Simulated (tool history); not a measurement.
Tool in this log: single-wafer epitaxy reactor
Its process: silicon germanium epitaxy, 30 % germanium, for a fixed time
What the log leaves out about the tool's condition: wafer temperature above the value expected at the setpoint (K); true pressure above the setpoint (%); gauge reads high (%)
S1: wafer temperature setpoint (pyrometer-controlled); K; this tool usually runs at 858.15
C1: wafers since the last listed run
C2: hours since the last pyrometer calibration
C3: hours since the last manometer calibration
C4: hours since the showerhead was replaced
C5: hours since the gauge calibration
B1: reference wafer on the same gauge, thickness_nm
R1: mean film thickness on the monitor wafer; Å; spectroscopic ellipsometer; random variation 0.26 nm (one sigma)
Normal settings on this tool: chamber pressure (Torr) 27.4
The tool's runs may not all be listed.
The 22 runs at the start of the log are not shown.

-- hour=289.9 gauge calibrated
run 23 hour=290 | S1=864.15 chamber_pressure_(Torr)=27.4 | C1=6 C2=154.7 C3=250.3 C4=0.8 C5=0.1 | B1=53.874 | R1=580.88
run 24 hour=302.4 | S1=872.15 chamber_pressure_(Torr)=30.2 | C1=255 C2=167.1 C3=262.7 C4=13.2 C5=12.5 | B1=53.821 | R1=685.52
run 25 hour=333.5 | S1=866.15 chamber_pressure_(Torr)=27.4 | C1=639 C2=198.2 C3=293.8 C4=44.3 C5=43.6 | B1=53.898 | R1=603.37
run 26 hour=351.3 | S1=858.15 chamber_pressure_(Torr)=27.4 | C1=366 C2=216 C3=311.6 C4=62.1 C5=61.4 | B1=53.937 | R1=523.19
run 27 hour=366.2 | S1=853.15 chamber_pressure_(Torr)=30.2 | C1=306 C2=230.9 C3=326.5 C4=77 C5=76.3 | B1=53.988 | R1=500.58
run 28 hour=372.6 | S1=862.15 chamber_pressure_(Torr)=21.7 | C1=131 C2=237.3 C3=332.9 C4=83.4 C5=82.7 | B1=53.911 | R1=520.41
run 29 hour=380.7 | S1=872.15 chamber_pressure_(Torr)=32.4 | C1=166 C2=245.4 C3=341 C4=91.5 C5=90.8 | B1=53.995 | R1=698.42
run 30 hour=390.1 | S1=844.15 chamber_pressure_(Torr)=21.9 | C1=193 C2=254.8 C3=350.4 C4=100.9 C5=100.2 | B1=53.825 | R1=392.04
run 31 hour=403.5 | S1=862.15 chamber_pressure_(Torr)=32.2 | C1=275 C2=268.2 C3=363.8 C4=114.3 C5=113.6 | B1=53.892 | R1=595.8
run 32 hour=416.7 | S1=858.15 chamber_pressure_(Torr)=27.4 | C1=271 C2=281.4 C3=377 C4=127.5 C5=126.8 | B1=53.903 | R1=532.61
run 33 hour=422.8 | S1=867.15 chamber_pressure_(Torr)=21.1 | C1=125 C2=287.5 C3=383.1 C4=133.6 C5=132.9 | B1=53.823 | R1=570.87
run 34 hour=438.2 | S1=869.15 chamber_pressure_(Torr)=32.7 | C1=316 C2=302.9 C3=398.5 C4=149 C5=148.3 | B1=53.923 | R1=675.82
run 35 hour=444.5 | S1=873.15 chamber_pressure_(Torr)=33.4 | C1=129 C2=309.2 C3=404.8 C4=155.3 C5=154.6 | B1=53.929 | R1=722.75

Forecast each of these 4 alternatives for the next run:
run A hour=444.9 | S1=858.15 chamber_pressure_(Torr)=24.2 | C1=8 C2=309.6 C3=405.2 C4=155.7 C5=155 | B1=? | R1=?
run B hour=444.9 | S1=845.15 chamber_pressure_(Torr)=23.5 | C1=8 C2=309.6 C3=405.2 C4=155.7 C5=155 | B1=? | R1=?
run C hour=444.9 | S1=867.15 chamber_pressure_(Torr)=31.9 | C1=8 C2=309.6 C3=405.2 C4=155.7 C5=155 | B1=? | R1=?
run D hour=444.9 | S1=872.15 chamber_pressure_(Torr)=25 | C1=8 C2=309.6 C3=405.2 C4=155.7 C5=155 | B1=? | R1=?

run=A B1=53.954 R1=512.86
run=B B1=53.954 R1=408.57
run=C B1=53.954 R1=651.88
run=D B1=53.954 R1=651.18
Without the tool's unlogged condition, the same runs would have read:
run=A R1=485.33
run=B R1=386.06
run=C R1=617.51
run=D R1=617.19

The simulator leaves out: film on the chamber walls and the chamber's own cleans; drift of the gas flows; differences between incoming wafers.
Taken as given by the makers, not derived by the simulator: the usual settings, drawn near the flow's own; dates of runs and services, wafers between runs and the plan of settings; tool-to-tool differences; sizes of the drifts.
